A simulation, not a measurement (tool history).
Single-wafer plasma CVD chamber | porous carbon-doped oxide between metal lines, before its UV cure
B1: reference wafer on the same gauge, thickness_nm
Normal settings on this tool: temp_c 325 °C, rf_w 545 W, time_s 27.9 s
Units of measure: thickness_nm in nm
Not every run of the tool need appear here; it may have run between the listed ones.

Run 1, hour 0.0: usual settings but temp_c 329 °C; B1 138.285. Result: thickness_nm 140.129 nm.
Run 2, hour 11.7: usual settings but temp_c 329 °C; B1 138.193. Result: thickness_nm 139.591 nm.
Run 3, hour 26.8: usual settings; B1 138.174. Result: thickness_nm 142.527 nm.
Run 4, hour 33.7: usual settings; B1 138.135. Result: thickness_nm 142.226 nm.
Run 5, hour 40.2: usual settings; B1 138.104. Result: thickness_nm 142.304 nm.
Run 6, hour 51.4: usual settings; B1 138.019. Result: thickness_nm 142.000 nm.
At hour 59.8: showerhead replaced.
At hour 64.4: thermocouple changed; heater temperature recalibrated.
Run 7, hour 64.9: usual settings but time_s 29.5 s; B1 137.924. Result: thickness_nm 149.662 nm.
At hour 67.7: gauge calibrated.
Run 8, hour 73.0: usual settings but rf_w 655 W, time_s 30.5 s; B1 138.692. Result: thickness_nm 175.378 nm.
Run 9, hour 83.0: usual settings but rf_w 650 W, time_s 24.5 s; B1 138.578. Result: thickness_nm 140.838 nm.
Run 10, hour 90.4: usual settings but temp_c 315 °C, rf_w 455 W, time_s 31.5 s; B1 138.567. Result: thickness_nm 149.220 nm.
At hour 103.1: RF generator calibrated.
Run 11, hour 103.6: usual settings but temp_c 333 °C; B1 138.446. Result: thickness_nm 138.191 nm.
Run 12, hour 112.8: usual settings but temp_c 311 °C, time_s 24.9 s; B1 138.445. Result: thickness_nm 135.909 nm.
Run 13, hour 124.6: usual settings but temp_c 315 °C, rf_w 455 W, time_s 31.5 s; B1 138.350. Result: thickness_nm 148.694 nm.
Run 14, hour 145.8: usual settings but rf_w 445 W, time_s 22.5 s; B1 138.217. Result: thickness_nm 100.858 nm.
Run 15, hour 161.2: usual settings; B1 138.147. Result: thickness_nm 142.007 nm.

The tool's hidden state at each run:
wafer temperature above the value expected at the setpoint (K): 0 on each run
delivered RF power above the setpoint (%): 0 on each run
H1: gauge reads high (%)
run      H1
  1  -0.496
  2  -0.543
  3  -0.603
  4  -0.631
  5  -0.657
  6  -0.701
  7  -0.755
  8  -0.252
  9  -0.292
 10  -0.322
 11  -0.374
 12  -0.411
 13  -0.458
 14  -0.543
 15  -0.605
